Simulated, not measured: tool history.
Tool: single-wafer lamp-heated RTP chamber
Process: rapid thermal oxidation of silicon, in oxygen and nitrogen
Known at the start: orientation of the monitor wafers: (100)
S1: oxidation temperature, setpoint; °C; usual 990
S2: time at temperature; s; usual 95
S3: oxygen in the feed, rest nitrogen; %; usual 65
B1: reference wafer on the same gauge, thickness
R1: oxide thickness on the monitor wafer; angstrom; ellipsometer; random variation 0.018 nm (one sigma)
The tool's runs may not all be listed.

run,hour,S1,S2,S3,B1,R1
1,0.0,990,95,65,6.358,55.90
2,43.5,990,95,72,6.362,58.22
3,92.8,990,95,72,6.357,57.85
4,136.5,990,95,65,6.359,55.88
5,210.4,990,95,65,6.367,56.14
6,295.1,990,95,65,6.361,56.19
7,377.0,977,95,65,6.362,51.45
8,483.2,990,95,65,6.363,56.28
9,553.4,990,95,65,6.361,56.28
10,625.0,990,95,65,6.360,56.87
11,687.0,1006,95,65,6.368,63.56
12,784.0,975,95,65,6.358,50.76
13,835.5,1002,50,65,6.363,47.11
14,908.3,1008,134,54,6.363,71.19
15,1009.5,990,95,65,6.364,56.21
16,1058.2,961,95,65,6.359,45.50
17,1146.7,990,95,65,6.362,55.80
18,1220.8,1008,54,65,6.358,50.19
19,1326.5,970,133,65,6.361,55.94
20,1417.0,969,95,93,6.365,54.74
21,1523.2,961,95,65,6.359,45.69
22,1621.7,1019,95,65,6.357,70.31
23,1725.4,990,95,65,6.359,56.86

Not shown: 3 entries that the log had between the listed runs. Between which runs, and how does the tool's hidden state differ before and after?
Between runs 10 and 11: gauge calibrated (hour 682.2)
  true wafer temperature minus pyrometer reading, K: 1.45 -> 1.71
  measured less the result without the state, R1: +0.60 -> +0.78 angstrom
Between runs 13 and 14: oxygen flow controller replaced (hour 847.1)
  true wafer temperature minus pyrometer reading, K: 2.41 -> 2.8
  measured less the result without the state, R1: +0.78 -> +1.44 angstrom
Between runs 14 and 15: pyrometer window cleaned and pyrometer calibrated (hour 969.5)
  true wafer temperature minus pyrometer reading, K: 2.8 -> 0.518
  measured less the result without the state, R1: +1.44 -> +0.21 angstrom
